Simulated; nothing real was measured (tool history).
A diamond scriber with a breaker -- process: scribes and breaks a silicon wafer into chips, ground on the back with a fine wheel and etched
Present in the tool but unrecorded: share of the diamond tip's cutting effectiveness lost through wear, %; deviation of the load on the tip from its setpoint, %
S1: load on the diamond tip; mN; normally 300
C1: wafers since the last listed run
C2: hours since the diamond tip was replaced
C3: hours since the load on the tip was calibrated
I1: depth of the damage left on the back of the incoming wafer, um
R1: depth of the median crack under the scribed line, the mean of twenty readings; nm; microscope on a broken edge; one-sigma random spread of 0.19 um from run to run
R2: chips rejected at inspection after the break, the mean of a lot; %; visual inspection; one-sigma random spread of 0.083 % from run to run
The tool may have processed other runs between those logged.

run,hour,S1,C1,C2,C3,I1,R1,R2
1,0.0,240,0,89.1,74.3,0.48,12760,3.03
2,36.4,240,186,125.5,110.7,0.40,12960,3.38
3,73.1,341,188,162.2,147.4,0.79,14960,1.47
4,111.6,341,197,200.7,185.9,0.31,14560,1.35
5,207.5,341,491,296.6,281.8,0.54,14910,1.29
6,300.9,300,478,390.0,375.2,0.62,13800,1.96
7,385.1,300,431,474.2,459.4,0.48,13210,2.09
# hour 395.4: load on the tip recalibrated
8,449.5,360,319,538.6,54.1,0.48,14860,1.38
9,517.7,360,349,606.8,122.3,0.53,14940,1.29
10,581.9,360,328,671.0,186.5,0.47,14960,1.51
11,671.3,358,458,760.4,275.9,0.75,14350,1.17
# hour 735.9: diamond tip replaced by a new one
12,758.3,343,435,22.4,362.9,0.46,15480,1.65
13,820.7,215,319,84.8,425.3,0.78,12500,4.77
# hour 849.4: load on the tip recalibrated
14,901.0,300,401,165.1,51.6,0.79,13950,1.75
15,953.9,331,271,218.0,104.5,0.42,14520,1.44
16,1028.7,300,383,292.8,179.3,0.65,13920,1.60
17,1102.1,241,376,366.2,252.7,0.31,12620,4.45
18,1146.4,237,227,410.5,297.0,0.56,12610,4.87
19,1322.2,242,900,586.3,472.8,0.52,12460,5.29
# hour 1376.8: load on the tip recalibrated
20,1403.7,230,407,667.8,26.9,0.68,12200,6.25
21,1489.6,385,440,753.7,112.8,0.63,15330,1.64

Give the tool's hidden conditions for every run:
deviation of the load on the tip from its setpoint, %: 0 in every run
H1: share of the diamond tip's cutting effectiveness lost through wear, %
run,H1
1,3.55
2,4.46
3,5.25
4,5.97
5,7.34
6,8.27
7,8.86
8,9.2
9,9.47
10,9.67
11,9.88
12,1.22
13,3.13
14,5
15,5.95
16,7
17,7.76
18,8.13
19,9.09
20,9.36
21,9.56

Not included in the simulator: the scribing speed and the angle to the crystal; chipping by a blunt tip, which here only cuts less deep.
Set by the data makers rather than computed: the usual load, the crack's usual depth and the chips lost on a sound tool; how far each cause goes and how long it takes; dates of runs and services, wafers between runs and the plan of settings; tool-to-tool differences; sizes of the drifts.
